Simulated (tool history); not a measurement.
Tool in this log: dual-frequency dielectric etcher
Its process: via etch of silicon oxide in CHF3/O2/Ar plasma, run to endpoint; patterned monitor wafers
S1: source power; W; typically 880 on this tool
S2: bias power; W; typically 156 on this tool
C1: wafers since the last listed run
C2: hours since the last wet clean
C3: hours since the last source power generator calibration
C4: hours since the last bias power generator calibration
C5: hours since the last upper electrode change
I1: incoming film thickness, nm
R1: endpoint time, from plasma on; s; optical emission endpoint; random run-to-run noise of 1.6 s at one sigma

Run 1, hour 0.0: usual settings but S1 750 W; C1 0; C2 86.7; C3 3106.4; C4 1466.5; C5 2111.5; I1 831.2. Result: R1 393.0 s.
Run 2, hour 18.2: usual settings but S1 750 W; C1 100; C2 104.9; C3 3124.6; C4 1484.7; C5 2129.7; I1 822.0. Result: R1 391.0 s.
Run 3, hour 32.5: usual settings but S1 750 W; C1 79; C2 119.2; C3 3138.9; C4 1499.0; C5 2144.0; I1 824.1. Result: R1 390.9 s.
Run 4, hour 52.6: usual settings; C1 111; C2 139.3; C3 3159.0; C4 1519.1; C5 2164.1; I1 812.4. Result: R1 372.8 s.
Run 5, hour 74.4: usual settings; C1 120; C2 161.1; C3 3180.8; C4 1540.9; C5 2185.9; I1 818.3. Result: R1 372.8 s.
Run 6, hour 90.0: usual settings; C1 86; C2 176.7; C3 3196.4; C4 1556.5; C5 2201.5; I1 826.5. Result: R1 377.1 s.
Run 7, hour 125.8: usual settings; C1 198; C2 212.5; C3 3232.2; C4 1592.3; C5 2237.3; I1 825.3. Result: R1 376.9 s.
Run 8, hour 140.1: usual settings; C1 79; C2 226.8; C3 3246.5; C4 1606.6; C5 2251.6; I1 828.4. Result: R1 378.0 s.
At hour 206.5: upper electrode replaced.
At hour 231.4: source power generator calibrated.
Run 9, hour 240.8: usual settings; C1 402; C2 327.5; C3 9.4; C4 1707.3; C5 34.3; I1 826.4. Result: R1 380.8 s.
Run 10, hour 263.1: usual settings but S2 177 W; C1 123; C2 349.8; C3 31.7; C4 1729.6; C5 56.6; I1 826.6. Result: R1 362.3 s.
Run 11, hour 297.1: usual settings but S1 1090 W, S2 121 W; C1 188; C2 383.8; C3 65.7; C4 1763.6; C5 90.6; I1 819.2. Result: R1 397.2 s.
At hour 333.7: wet clean of the chamber.
Run 12, hour 335.7: usual settings but S1 810 W, S2 191 W; C1 80; C2 2.0; C3 104.3; C4 1802.2; C5 129.2; I1 825.8. Result: R1 347.8 s.
Run 13, hour 354.0: usual settings but S1 1080 W; C1 101; C2 20.3; C3 122.6; C4 1820.5; C5 147.5; I1 826.2. Result: R1 353.8 s.
At hour 369.6: bias power generator calibrated.
Run 14, hour 375.3: usual settings; C1 95; C2 41.6; C3 143.9; C4 5.7; C5 168.8; I1 824.1. Result: R1 373.6 s.
Run 15, hour 410.3: usual settings but S1 970 W, S2 172 W; C1 193; C2 76.6; C3 178.9; C4 40.7; C5 203.8; I1 825.2. Result: R1 349.5 s.
Run 16, hour 436.7: usual settings but S1 1090 W, S2 129 W; C1 146; C2 103.0; C3 205.3; C4 67.1; C5 230.2; I1 828.1. Result: R1 381.8 s.
Run 17, hour 448.8: usual settings; C1 67; C2 115.1; C3 217.4; C4 79.2; C5 242.3; I1 822.5. Result: R1 372.7 s.
Run 18, hour 474.3: usual settings; C1 141; C2 140.6; C3 242.9; C4 104.7; C5 267.8; I1 827.2. Result: R1 376.3 s.

Below are 4 alternative next runs, each starting from the tool's condition after run 18. Predict each:
Run A, hour 474.8: usual settings but S1 800 W; C1 2; C2 141.1; C3 243.4; C4 105.2; C5 268.3; I1 816.0. Result: R1 ?.
Run B, hour 474.8: usual settings but S1 720 W, S2 194 W; C1 2; C2 141.1; C3 243.4; C4 105.2; C5 268.3; I1 816.0. Result: R1 ?.
Run C, hour 474.8: usual settings but S1 680 W, S2 170 W; C1 2; C2 141.1; C3 243.4; C4 105.2; C5 268.3; I1 816.0. Result: R1 ?.
Run D, hour 474.8: usual settings but S1 730 W, S2 193 W; C1 2; C2 141.1; C3 243.4; C4 105.2; C5 268.3; I1 816.0. Result: R1 ?.

run     R1
  A  383.8
  B  359.9
  C  386.1
  D  359.4
The same runs, with their run-to-run variation unchanged, on a tool lacking any hidden condition would have given:
run     R1
  A  381.3
  B  357.5
  C  383.6
  D  357.1
